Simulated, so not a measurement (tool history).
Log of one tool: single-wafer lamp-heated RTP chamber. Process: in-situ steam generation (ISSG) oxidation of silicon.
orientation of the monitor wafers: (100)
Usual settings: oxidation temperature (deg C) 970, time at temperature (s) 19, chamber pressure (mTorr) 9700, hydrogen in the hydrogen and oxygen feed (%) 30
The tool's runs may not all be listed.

| run | hour | oxidation temperature (deg C) | time at temperature (s) | chamber pressure (mTorr) | hydrogen in the hydrogen and oxygen feed (%) | wafers since the last listed run | wafers since the last pyrometer calibration | hours since the pressure gauge was zeroed | hours since the hydrogen flow controller was replaced | hours since the gauge calibration | read-back reference wafer on the same gauge, thickness | oxide thickness on the monitor wafer (Å) |
|---|---|---|---|---|---|---|---|---|---|---|---|---|
| 1 | 0.0 | 959 | 19 | 9700 | 30 | 0 | 213 | 2780.1 | 1995.8 | 220.2 | 5.566 | 50.94 |
| 2 | 48.6 | 959 | 19 | 9700 | 30 | 613 | 827 | 2828.7 | 2044.4 | 268.8 | 5.567 | 50.98 |
| 3 | 118.5 | 959 | 19 | 9700 | 30 | 882 | 1709 | 2898.6 | 2114.3 | 338.7 | 5.567 | 51.18 |
| 4 | 223.1 | 970 | 19 | 9700 | 30 | 1320 | 3030 | 3003.2 | 2218.9 | 443.3 | 5.568 | 53.02 |
| 5 | 330.9 | 970 | 19 | 9700 | 30 | 1360 | 4391 | 3111.0 | 2326.7 | 551.1 | 5.572 | 53.45 |
|  | 389.6 | pyrometer window cleaned and pyrometer calibrated |
| 6 | 390.1 | 970 | 19 | 9700 | 30 | 646 | 5 | 3170.2 | 2385.9 | 610.3 | 5.570 | 52.50 |
| 7 | 460.1 | 970 | 21 | 9700 | 30 | 883 | 889 | 3240.2 | 2455.9 | 680.3 | 5.569 | 55.01 |
| 8 | 499.2 | 970 | 21 | 9700 | 30 | 493 | 1383 | 3279.3 | 2495.0 | 719.4 | 5.569 | 54.76 |
| 9 | 591.5 | 970 | 19 | 9700 | 30 | 1165 | 2548 | 3371.6 | 2587.3 | 811.7 | 5.570 | 52.82 |
|  | 630.5 | hydrogen flow controller replaced |
| 10 | 643.9 | 970 | 19 | 9700 | 30 | 560 | 3109 | 3424.0 | 13.4 | 864.1 | 5.569 | 53.57 |
| 11 | 689.9 | 970 | 19 | 9700 | 30 | 580 | 3689 | 3470.0 | 59.4 | 910.1 | 5.568 | 53.66 |
| 12 | 786.4 | 970 | 19 | 9700 | 30 | 1218 | 4908 | 3566.5 | 155.9 | 1006.6 | 5.571 | 54.15 |
|  | 800.6 | pyrometer window cleaned and pyrometer calibrated |
| 13 | 829.6 | 970 | 19 | 9700 | 30 | 444 | 365 | 3609.7 | 199.1 | 1049.8 | 5.564 | 53.10 |
| 14 | 887.4 | 970 | 19 | 9700 | 30 | 729 | 1095 | 3667.5 | 256.9 | 1107.6 | 5.568 | 53.20 |
| 15 | 977.2 | 970 | 19 | 9700 | 30 | 1133 | 2229 | 3757.3 | 346.7 | 1197.4 | 5.576 | 53.19 |
| 16 | 1075.5 | 982 | 19 | 10200 | 32 | 1240 | 3470 | 3855.6 | 445.0 | 1295.7 | 5.575 | 56.21 |
|  | 1085.8 | gauge calibrated |
| 17 | 1146.2 | 955 | 19 | 10200 | 30 | 892 | 4362 | 3926.3 | 515.7 | 60.4 | 5.568 | 50.81 |
|  | 1206.1 | pressure gauge zeroed |
| 18 | 1206.6 | 961 | 16 | 9000 | 30 | 661 | 5024 | 0.5 | 576.1 | 120.8 | 5.568 | 49.92 |
|  | 1244.6 | pyrometer window cleaned and pyrometer calibrated |
| 19 | 1305.2 | 980 | 19 | 9700 | 30 | 1143 | 765 | 99.1 | 674.7 | 219.4 | 5.569 | 55.06 |
| 20 | 1389.3 | 970 | 24 | 8300 | 30 | 1061 | 1827 | 183.2 | 758.8 | 303.5 | 5.568 | 60.28 |
| 21 | 1485.7 | 951 | 19 | 9300 | 20 | 1217 | 3044 | 279.6 | 855.2 | 399.9 | 5.571 | 46.36 |
| 22 | 1557.5 | 970 | 19 | 9700 | 30 | 906 | 3950 | 351.4 | 927.0 | 471.7 | 5.576 | 53.84 |
| 23 | 1602.2 | 985 | 16 | 10200 | 32 | 564 | 4514 | 396.1 | 971.7 | 516.4 | 5.571 | 52.94 |
|  | 1629.6 | pyrometer window cleaned and pyrometer calibrated |
| 24 | 1794.5 | 957 | 16 | 9100 | 30 | 2326 | 2081 | 588.4 | 1164.0 | 708.7 | 5.571 | 48.32 |
| 25 | 1894.4 | 970 | 19 | 9700 | 30 | 1261 | 3342 | 688.3 | 1263.9 | 808.6 | 5.574 | 53.34 |
| 26 | 1964.2 | 956 | 19 | 9700 | 30 | 881 | 4223 | 758.1 | 1333.7 | 878.4 | 5.572 | 51.25 |

Forecast each of these 3 alternatives for the next run:
| A | 1964.6 | 950 | 19 | 9700 | 30 | 5 | 4228 | 758.5 | 1334.1 | 878.8 | ? | ? |
| B | 1964.6 | 970 | 19 | 9700 | 32 | 5 | 4228 | 758.5 | 1334.1 | 878.8 | ? | ? |
| C | 1964.6 | 970 | 19 | 8900 | 30 | 5 | 4228 | 758.5 | 1334.1 | 878.8 | ? | ? |

| run | read-back reference wafer on the same gauge, thickness | oxide thickness on the monitor wafer (Å) |
|---|---|---|
| A | 5.572 | 50.32 |
| B | 5.572 | 54.48 |
| C | 5.572 | 54.49 |
Without the tool's hidden state the same runs would have given:
| run | oxide thickness on the monitor wafer (Å) |
|---|---|
| A | 49.98 |
| B | 54.03 |
| C | 54.06 |

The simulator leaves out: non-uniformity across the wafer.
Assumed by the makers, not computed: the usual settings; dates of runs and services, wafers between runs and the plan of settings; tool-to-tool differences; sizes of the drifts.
